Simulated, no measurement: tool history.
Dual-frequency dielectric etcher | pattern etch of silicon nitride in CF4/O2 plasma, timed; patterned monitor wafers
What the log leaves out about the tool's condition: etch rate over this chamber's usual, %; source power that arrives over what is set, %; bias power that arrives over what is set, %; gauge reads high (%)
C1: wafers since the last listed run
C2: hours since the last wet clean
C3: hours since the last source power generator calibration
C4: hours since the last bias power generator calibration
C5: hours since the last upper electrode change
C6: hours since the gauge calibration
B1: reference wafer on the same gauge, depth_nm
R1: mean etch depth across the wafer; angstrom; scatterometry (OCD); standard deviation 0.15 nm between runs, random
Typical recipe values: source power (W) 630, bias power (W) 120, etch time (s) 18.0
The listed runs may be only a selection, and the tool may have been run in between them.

Run 1, day 0.000: usual settings but source power (W) 530, etch time (s) 20.5; C1 0; C2 473.5; C3 3605.2; C4 3519.8; C5 3735.2; C6 1184.0; B1 43.14. Result: R1 384.1 angstrom.
Run 2, day 4.121: usual settings but source power (W) 530, etch time (s) 20.5; C1 1490; C2 572.4; C3 3704.1; C4 3618.7; C5 3834.1; C6 1282.9; B1 43.12. Result: R1 386.5 angstrom.
At day 6.442: wet clean of the chamber.
At day 6.446: gauge calibrated.
Run 3, day 8.529: usual settings but source power (W) 710, etch time (s) 21.5; C1 1233; C2 50.1; C3 3809.9; C4 3724.5; C5 3939.9; C6 50.0; B1 43.10. Result: R1 527.3 angstrom.
Run 4, day 10.254: usual settings but source power (W) 750; C1 624; C2 91.5; C3 3851.3; C4 3765.9; C5 3981.3; C6 91.4; B1 43.07. Result: R1 464.8 angstrom.
Run 5, day 13.821: usual settings; C1 1290; C2 177.1; C3 3936.9; C4 3851.5; C5 4066.9; C6 177.0; B1 43.09. Result: R1 394.1 angstrom.
Run 6, day 27.042: usual settings; C1 4782; C2 494.4; C3 4254.2; C4 4168.8; C5 4384.2; C6 494.3; B1 43.10. Result: R1 397.0 angstrom.
At day 29.238: bias power generator calibrated.
Run 7, day 29.517: usual settings but etch time (s) 19.5; C1 835; C2 553.8; C3 4313.6; C4 6.7; C5 4443.6; C6 553.7; B1 43.09. Result: R1 432.4 angstrom.
At day 30.992: wet clean of the chamber.
Run 8, day 31.421: usual settings but etch time (s) 19.5; C1 327; C2 10.3; C3 4359.3; C4 52.4; C5 4489.3; C6 599.4; B1 43.11. Result: R1 426.4 angstrom.
Run 9, day 33.392: usual settings but source power (W) 600, bias power (W) 110; C1 713; C2 57.6; C3 4406.6; C4 99.7; C5 4536.6; C6 646.7; B1 43.09. Result: R1 357.8 angstrom.
At day 35.458: upper electrode replaced.
At day 36.021: source power generator calibrated.
Run 10, day 36.483: usual settings but source power (W) 600, bias power (W) 110; C1 696; C2 131.8; C3 11.1; C4 173.9; C5 24.6; C6 720.9; B1 43.09. Result: R1 362.1 angstrom.
Run 11, day 39.467: usual settings but source power (W) 730, bias power (W) 129, etch time (s) 20.5; C1 1079; C2 203.4; C3 82.7; C4 245.5; C5 96.2; C6 792.5; B1 43.11. Result: R1 535.4 angstrom.
Run 12, day 46.396: usual settings but source power (W) 770, bias power (W) 102, etch time (s) 21.0; C1 2506; C2 369.7; C3 249.0; C4 411.8; C5 262.5; C6 958.8; B1 43.09. Result: R1 511.2 angstrom.
Run 13, day 50.121: usual settings but source power (W) 780; C1 1347; C2 459.1; C3 338.4; C4 501.2; C5 351.9; C6 1048.2; B1 43.06. Result: R1 483.8 angstrom.
Run 14, day 51.758: usual settings but bias power (W) 136, etch time (s) 13.0; C1 592; C2 498.4; C3 377.7; C4 540.5; C5 391.2; C6 1087.5; B1 43.07. Result: R1 308.1 angstrom.
Run 15, day 54.617: usual settings but source power (W) 520, bias power (W) 109, etch time (s) 15.5; C1 1034; C2 567.0; C3 446.3; C4 609.1; C5 459.8; C6 1156.1; B1 43.08. Result: R1 274.3 angstrom.
At day 56.500: gauge calibrated.
At day 60.296: wet clean of the chamber.
Run 16, day 65.488: usual settings but source power (W) 690, bias power (W) 143, etch time (s) 13.5; C1 3571; C2 124.6; C3 707.2; C4 870.0; C5 720.7; C6 215.7; B1 43.07. Result: R1 350.8 angstrom.
Run 17, day 68.362: usual settings but source power (W) 750; C1 1040; C2 193.6; C3 776.2; C4 939.0; C5 789.7; C6 284.7; B1 43.06. Result: R1 462.7 angstrom.
Run 18, day 71.667: usual settings; C1 1195; C2 272.9; C3 855.5; C4 1018.3; C5 869.0; C6 364.0; B1 43.07. Result: R1 394.3 angstrom.
Run 19, day 73.521: usual settings but source power (W) 550, etch time (s) 20.5; C1 670; C2 317.4; C3 900.0; C4 1062.8; C5 913.5; C6 408.5; B1 43.10. Result: R1 397.4 angstrom.
Run 20, day 77.338: usual settings but source power (W) 520; C1 1380; C2 409.0; C3 991.6; C4 1154.4; C5 1005.1; C6 500.1; B1 43.07. Result: R1 331.9 angstrom.
Run 21, day 79.654: usual settings but source power (W) 560, bias power (W) 106, etch time (s) 15.0; C1 838; C2 464.6; C3 1047.2; C4 1210.0; C5 1060.7; C6 555.7; B1 43.11. Result: R1 277.1 angstrom.

Branching from run 21: 4 alternative next runs. What would each branch give?
Run A, day 79.671: usual settings; C1 6; C2 465.0; C3 1047.6; C4 1210.4; C5 1061.1; C6 556.1; B1 ?. Result: R1 ?.
Run B, day 79.671: usual settings but etch time (s) 23.0; C1 6; C2 465.0; C3 1047.6; C4 1210.4; C5 1061.1; C6 556.1; B1 ?. Result: R1 ?.
Run C, day 79.671: usual settings but source power (W) 480; C1 6; C2 465.0; C3 1047.6; C4 1210.4; C5 1061.1; C6 556.1; B1 ?. Result: R1 ?.
Run D, day 79.671: usual settings but source power (W) 590, bias power (W) 103, etch time (s) 13.5; C1 6; C2 465.0; C3 1047.6; C4 1210.4; C5 1061.1; C6 556.1; B1 ?. Result: R1 ?.

run     B1     R1
  A  43.10  399.0
  B  43.10  509.8
  C  43.10  310.4
  D  43.10  259.4
Take away the tool's hidden state, keep each run's random variation, and the runs would have read:
run     R1
  A  395.2
  B  504.9
  C  307.4
  D  256.9
